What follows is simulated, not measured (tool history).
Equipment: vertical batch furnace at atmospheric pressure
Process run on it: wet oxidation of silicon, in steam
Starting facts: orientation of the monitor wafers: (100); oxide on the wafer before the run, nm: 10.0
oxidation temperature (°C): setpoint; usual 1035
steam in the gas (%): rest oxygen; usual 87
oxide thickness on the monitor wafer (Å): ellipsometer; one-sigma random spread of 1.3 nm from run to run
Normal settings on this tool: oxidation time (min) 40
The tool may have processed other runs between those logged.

| run | day | oxidation temperature (°C) | oxidation time (min) | steam in the gas (%) | wafers since the last listed run | hours since the last temperature calibration | hours since the steam generator was serviced | hours since the gauge calibration | read-back reference wafer on the same gauge, thickness | oxide thickness on the monitor wafer (Å) |
|---|---|---|---|---|---|---|---|---|---|---|
| 1 | 0 | 1018 | 40 | 87 | 0 | 225.6 | 1207.5 | 364.8 | 419.67 | 3274.9 |
| 2 | 3.983 | 1035 | 40 | 87 | 876 | 321.2 | 1303.1 | 460.4 | 419.84 | 3656.7 |
| 3 | 6.629 | 1035 | 40 | 87 | 582 | 384.7 | 1366.6 | 523.9 | 420.31 | 3672.1 |
| 4 | 9.346 | 1035 | 40 | 87 | 597 | 449.9 | 1431.8 | 589.1 | 419.7 | 3658 |
| 5 | 16.675 | 1035 | 40 | 87 | 1613 | 625.8 | 1607.7 | 765 | 419.85 | 3650.6 |
| 6 | 18.771 | 1035 | 25.5 | 87 | 461 | 676.1 | 1658 | 815.3 | 419.8 | 2733.1 |
| 7 | 20.596 | 1035 | 25.5 | 87 | 401 | 719.9 | 1701.8 | 859.1 | 420.18 | 2729.3 |
| 8 | 23.562 | 1035 | 25.5 | 87 | 652 | 791.1 | 1773 | 930.3 | 419.85 | 2737.3 |
| 9 | 25.008 | 1041 | 40 | 82 | 318 | 825.8 | 1807.7 | 965 | 420.57 | 3675.8 |
| 10 | 26.788 | 1035 | 40 | 87 | 391 | 868.5 | 1850.4 | 1007.7 | 420.18 | 3682.7 |
| 11 | 29.646 | 1035 | 40 | 80 | 629 | 937.1 | 1919 | 1076.3 | 419.75 | 3521.1 |
| 12 | 31.817 | 1035 | 40 | 80 | 477 | 989.2 | 1971.1 | 1128.4 | 420.2 | 3505.9 |
| 13 | 33.625 | 1035 | 40 | 87 | 398 | 1032.6 | 2014.5 | 1171.8 | 420.13 | 3690.9 |
| 14 | 35.258 | 1035 | 40 | 84 | 359 | 1071.8 | 2053.7 | 1211 | 420.23 | 3598 |
| 15 | 36.842 | 1035 | 40 | 84 | 348 | 1109.8 | 2091.7 | 1249 | 419.95 | 3658.8 |
| 16 | 38.471 | 1035 | 40 | 87 | 358 | 1148.9 | 2130.8 | 1288.1 | 419.82 | 3694.6 |
| 17 | 41.021 | 1035 | 40 | 87 | 561 | 1210.1 | 2192 | 1349.3 | 420.03 | 3713 |
| 18 | 43.054 | 1047 | 28.5 | 78 | 447 | 1258.9 | 2240.8 | 1398.1 | 419.78 | 3005.2 |
| 19 | 44.475 | 1019 | 28 | 87 | 312 | 1293 | 2274.9 | 1432.2 | 420.22 | 2635.2 |
| 20 | 45.912 | 1027 | 57.5 | 80 | 316 | 1327.5 | 2309.4 | 1466.7 | 419.51 | 4260.5 |
|  | 46.025 | gauge calibrated |
| 21 | 48.758 | 1021 | 25.5 | 87 | 626 | 1395.8 | 2377.7 | 65.6 | 420.03 | 2502.5 |
|  | 50.617 | steam generator serviced |
| 22 | 50.638 | 1014 | 32.5 | 92 | 193 | 1440.9 | 0.5 | 110.7 | 419.94 | 2924 |
| 23 | 51.525 | 1027 | 31.5 | 76 | 195 | 1462.2 | 21.8 | 132 | 420.04 | 2766.5 |
| 24 | 54.279 | 1043 | 23.5 | 92 | 606 | 1528.3 | 87.9 | 198.1 | 420.08 | 2895.1 |
| 25 | 55.683 | 1044 | 29.5 | 97 | 309 | 1562 | 121.6 | 231.8 | 419.84 | 3508.9 |
| 26 | 57.388 | 1035 | 40 | 90 | 375 | 1602.9 | 162.5 | 272.7 | 419.87 | 3833.5 |
| 27 | 58.575 | 1035 | 40 | 87 | 261 | 1631.4 | 191 | 301.2 | 420.12 | 3755.1 |
|  | 63.808 | thermocouples replaced and temperature profile calibrated |
| 28 | 64.825 | 1035 | 40 | 87 | 1155 | 24.4 | 341 | 451.2 | 420.4 | 3658.7 |
| 29 | 67.717 | 1035 | 40 | 87 | 636 | 93.8 | 410.4 | 520.6 | 419.67 | 3652.8 |
| 30 | 68.746 | 1053 | 49 | 87 | 226 | 118.5 | 435.1 | 545.3 | 420.31 | 4618 |
| 31 | 71.15 | 1035 | 40 | 87 | 529 | 176.2 | 492.8 | 603 | 420.17 | 3660.4 |
| 32 | 72.712 | 1035 | 25.5 | 82 | 343 | 213.7 | 530.3 | 640.5 | 419.86 | 2614.6 |
| 33 | 75.229 | 1046 | 40 | 95 | 553 | 274.1 | 590.7 | 700.9 | 419.99 | 4163.7 |
| 34 | 76.938 | 1035 | 40 | 94 | 376 | 315.1 | 631.7 | 741.9 | 419.87 | 3835.9 |
| 35 | 79.679 | 1017 | 40 | 87 | 603 | 380.9 | 697.5 | 807.7 | 419.78 | 3246.1 |
| 36 | 81.854 | 1035 | 40 | 87 | 478 | 433.1 | 749.7 | 859.9 | 420.01 | 3662 |
| 37 | 83.983 | 1035 | 40 | 87 | 468 | 484.2 | 800.8 | 911 | 420 | 3650.3 |

Across each entry between runs, compare the hidden state at the last listed run before it with the hidden state at the first listed run after it:
In the gap between runs 20 and 21: gauge calibrated (day 46.025)
  true tube temperature minus thermocouple reading, K: 3.4 -> 3.74
  the result without the hidden state subtracted from the measured one, oxide thickness on the monitor wafer (Å): +88.4 -> +70.6
In the gap between runs 21 and 22: steam generator serviced (day 50.617)
  true tube temperature minus thermocouple reading, K: 3.74 -> 3.97
  the result without the hidden state subtracted from the measured one, oxide thickness on the monitor wafer (Å): +70.6 -> +85.4
In the gap between runs 27 and 28: thermocouples replaced and temperature profile calibrated (day 63.808)
  true tube temperature minus thermocouple reading, K: 5.04 -> 0.367
  the result without the hidden state subtracted from the measured one, oxide thickness on the monitor wafer (Å): +116 -> +8.5
